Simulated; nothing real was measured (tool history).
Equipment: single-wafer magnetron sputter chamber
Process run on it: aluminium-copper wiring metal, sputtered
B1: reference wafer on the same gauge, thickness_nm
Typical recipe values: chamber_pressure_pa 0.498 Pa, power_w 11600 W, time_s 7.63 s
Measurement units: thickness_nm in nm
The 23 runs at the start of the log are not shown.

run 24 hour=1111.4 | chamber_pressure_pa=0.498 power_w=11600 time_s=8.85 | B1=145.037 | thickness_nm=160.878
-- hour=1158.1 sputter target and shields replaced
run 25 hour=1165.6 | chamber_pressure_pa=0.625 power_w=10350 time_s=7.13 | B1=144.965 | thickness_nm=107.547
run 26 hour=1221.4 | chamber_pressure_pa=0.359 power_w=11600 time_s=7.63 | B1=144.987 | thickness_nm=152.604
run 27 hour=1262.0 | chamber_pressure_pa=0.498 power_w=11600 time_s=7.63 | B1=144.953 | thickness_nm=139.077
run 28 hour=1307.6 | chamber_pressure_pa=0.415 power_w=9150 time_s=8.91 | B1=144.997 | thickness_nm=134.767
run 29 hour=1338.8 | chamber_pressure_pa=0.335 power_w=10300 time_s=7.63 | B1=144.951 | thickness_nm=136.095
run 30 hour=1381.3 | chamber_pressure_pa=0.498 power_w=10050 time_s=6.20 | B1=144.935 | thickness_nm=97.560
run 31 hour=1441.2 | chamber_pressure_pa=0.673 power_w=11600 time_s=7.63 | B1=144.959 | thickness_nm=123.738
run 32 hour=1474.5 | chamber_pressure_pa=0.615 power_w=13200 time_s=8.31 | B1=145.068 | thickness_nm=158.890
-- hour=1486.2 sputter target and shields replaced
run 33 hour=1542.2 | chamber_pressure_pa=0.498 power_w=11600 time_s=7.63 | B1=144.959 | thickness_nm=139.761
run 34 hour=1600.8 | chamber_pressure_pa=0.553 power_w=13200 time_s=6.55 | B1=145.045 | thickness_nm=132.104

Branching from run 34: 4 alternative next runs. What would each branch give?
run A hour=1601.2 | chamber_pressure_pa=0.498 power_w=11600 time_s=7.63 | B1=? | thickness_nm=?
run B hour=1601.2 | chamber_pressure_pa=0.309 power_w=11600 time_s=7.63 | B1=? | thickness_nm=?
run C hour=1601.2 | chamber_pressure_pa=0.326 power_w=12850 time_s=6.90 | B1=? | thickness_nm=?
run D hour=1601.2 | chamber_pressure_pa=0.681 power_w=10550 time_s=8.87 | B1=? | thickness_nm=?

run=A B1=145.011 thickness_nm=139.612
run=B B1=145.011 thickness_nm=157.424
run=C B1=145.011 thickness_nm=155.974
run=D B1=145.011 thickness_nm=132.097
Had the tool no hidden state, the same runs would have come out as:
run=A thickness_nm=140.289
run=B thickness_nm=158.188
run=C thickness_nm=156.731
run=D thickness_nm=132.738

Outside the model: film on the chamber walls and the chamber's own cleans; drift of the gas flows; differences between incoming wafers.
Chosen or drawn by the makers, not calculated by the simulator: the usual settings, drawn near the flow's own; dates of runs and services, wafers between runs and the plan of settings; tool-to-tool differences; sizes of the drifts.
